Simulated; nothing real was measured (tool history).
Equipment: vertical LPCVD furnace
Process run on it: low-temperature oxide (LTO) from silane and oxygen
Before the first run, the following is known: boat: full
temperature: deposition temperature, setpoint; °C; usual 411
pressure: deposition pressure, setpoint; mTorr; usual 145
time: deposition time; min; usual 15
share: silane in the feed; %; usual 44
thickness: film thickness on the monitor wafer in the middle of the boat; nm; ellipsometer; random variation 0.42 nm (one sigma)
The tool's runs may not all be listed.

run,hour,temperature,pressure,time,share,"read-back reference wafer on the same gauge, thickness",thickness
1,0,416,145,15,44,149.93,129.08
2,82.4,416,145,15,44,149.95,128.24
3,149.4,411,145,15,44,150.2,122.91
4,222.1,411,135,15,44,150.21,113.89
5,270,411,135,15,44,149.96,114.63
6,319.8,411,135,15,44,150.12,114.23
7,372.8,404,145,15,44,150.04,113.47
8,468.6,411,145,19,44,149.98,154.95
9,533.5,411,145,19,44,150.13,154.83
10,573.4,411,145,19,44,150,154.41
11,672.4,411,145,15,44,150.06,122.42
12,720.8,411,145,15,44,150.09,121.86
13,783.6,411,145,15,49,150.1,135.29
14,831.5,406,145,15,37,149.9,93.35
15,908.8,411,145,15,38,150.03,101.84
# hour 967.3: pressure gauge zeroed
16,1010.7,411,145,15,44,150.01,121.53
# hour 1143.1: silane flow controller replaced
17,1214.8,411,145,15,44,150.02,125.05
# hour 1308: thermocouples replaced and temperature profile calibrated
18,1320.5,411,145,15,44,149.94,126.26
19,1411.4,411,145,15,44,149.93,125.27
# hour 1442.2: gauge calibrated
20,1465.6,411,135,15,44,149.96,116.5
21,1573.3,411,170,11.5,37,149.92,92.17
22,1670.8,411,110,15,39,149.97,82.54
23,1750,411,145,15,44,150.05,124.14
24,1842.9,411,170,10,50,149.97,109.27

Below, some changes in thickness between adjacent runs. For each, the amount present without the hidden state too (settings, incoming material, random variation) and the amount remaining for the hidden state with gauge scatter not shared by both compared results:
The tool's hidden condition here consists of: true tube temperature minus thermocouple reading, K; true pressure minus gauge reading, mTorr; deviation of the silane flow from its setpoint, %; gauge reads high (%).
Run 7 -> 8: temperature 404 -> 411, time 15 -> 19. thickness +41.48 nm: hidden state -1.28, all else +42.76.
Run 13 -> 14: temperature 411 -> 406, share 49 -> 37. thickness -41.94 nm: hidden state -1.05, all else -40.89.
Run 16 -> 17: silane flow controller replaced. thickness +3.52 nm: hidden state +4.56, all else -1.04.
Run 22 -> 23: pressure 110 -> 145, share 39 -> 44. thickness +41.6 nm: hidden state -0.2, all else +41.8.
